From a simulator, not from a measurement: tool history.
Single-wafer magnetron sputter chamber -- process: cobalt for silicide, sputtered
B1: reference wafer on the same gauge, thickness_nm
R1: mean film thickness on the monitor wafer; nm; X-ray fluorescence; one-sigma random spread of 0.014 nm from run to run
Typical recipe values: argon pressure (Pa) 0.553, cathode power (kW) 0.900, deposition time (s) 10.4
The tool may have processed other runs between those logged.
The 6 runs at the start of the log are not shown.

{"run": 7, "hour": 348.6, "argon pressure (Pa)": 0.553, "cathode power (kW)": 0.9, "deposition time (s)": 10.4, "B1": 4.79, "R1": 4.742}
{"run": 8, "hour": 493.3, "argon pressure (Pa)": 0.668, "cathode power (kW)": 0.9, "deposition time (s)": 9.4, "B1": 4.793, "R1": 4.185}
{"run": 9, "hour": 519.5, "argon pressure (Pa)": 0.668, "cathode power (kW)": 0.9, "deposition time (s)": 9.4, "B1": 4.79, "R1": 4.175}
{"run": 10, "hour": 557.8, "argon pressure (Pa)": 0.553, "cathode power (kW)": 0.9, "deposition time (s)": 10.4, "B1": 4.789, "R1": 4.703}
{"run": 11, "hour": 592.0, "argon pressure (Pa)": 0.463, "cathode power (kW)": 0.95, "deposition time (s)": 11.9, "B1": 4.791, "R1": 5.764}
{"run": 12, "hour": 620.2, "argon pressure (Pa)": 0.553, "cathode power (kW)": 0.7, "deposition time (s)": 10.4, "B1": 4.792, "R1": 3.727}
{"run": 13, "hour": 646.3, "argon pressure (Pa)": 0.553, "cathode power (kW)": 0.9, "deposition time (s)": 10.4, "B1": 4.79, "R1": 4.715}
{"hour": 704.3, "done": "sputter target and shields replaced"}
{"run": 14, "hour": 704.8, "argon pressure (Pa)": 0.435, "cathode power (kW)": 0.9, "deposition time (s)": 10.4, "B1": 4.788, "R1": 4.989}
{"run": 15, "hour": 751.0, "argon pressure (Pa)": 0.384, "cathode power (kW)": 1.05, "deposition time (s)": 8.7, "B1": 4.793, "R1": 4.833}
{"run": 16, "hour": 804.0, "argon pressure (Pa)": 0.342, "cathode power (kW)": 1.1, "deposition time (s)": 9.1, "B1": 4.786, "R1": 5.297}
{"run": 17, "hour": 859.1, "argon pressure (Pa)": 0.493, "cathode power (kW)": 0.8, "deposition time (s)": 12.4, "B1": 4.788, "R1": 5.167}
{"run": 18, "hour": 885.5, "argon pressure (Pa)": 0.468, "cathode power (kW)": 1.05, "deposition time (s)": 10.4, "B1": 4.786, "R1": 5.643}

Run 19 comes next. What will it give?
{"hour": 902.4, "done": "capacitance manometer re-zeroed and calibrated"}
{"run": 19, "hour": 927.0, "argon pressure (Pa)": 0.553, "cathode power (kW)": 0.9, "deposition time (s)": 10.4, "B1": "?", "R1": "?"}

{"run 19": {"B1": 4.795, "R1": 4.727}}
Minus the tool's unlogged condition, the same run would have read R1 4.821 nm.
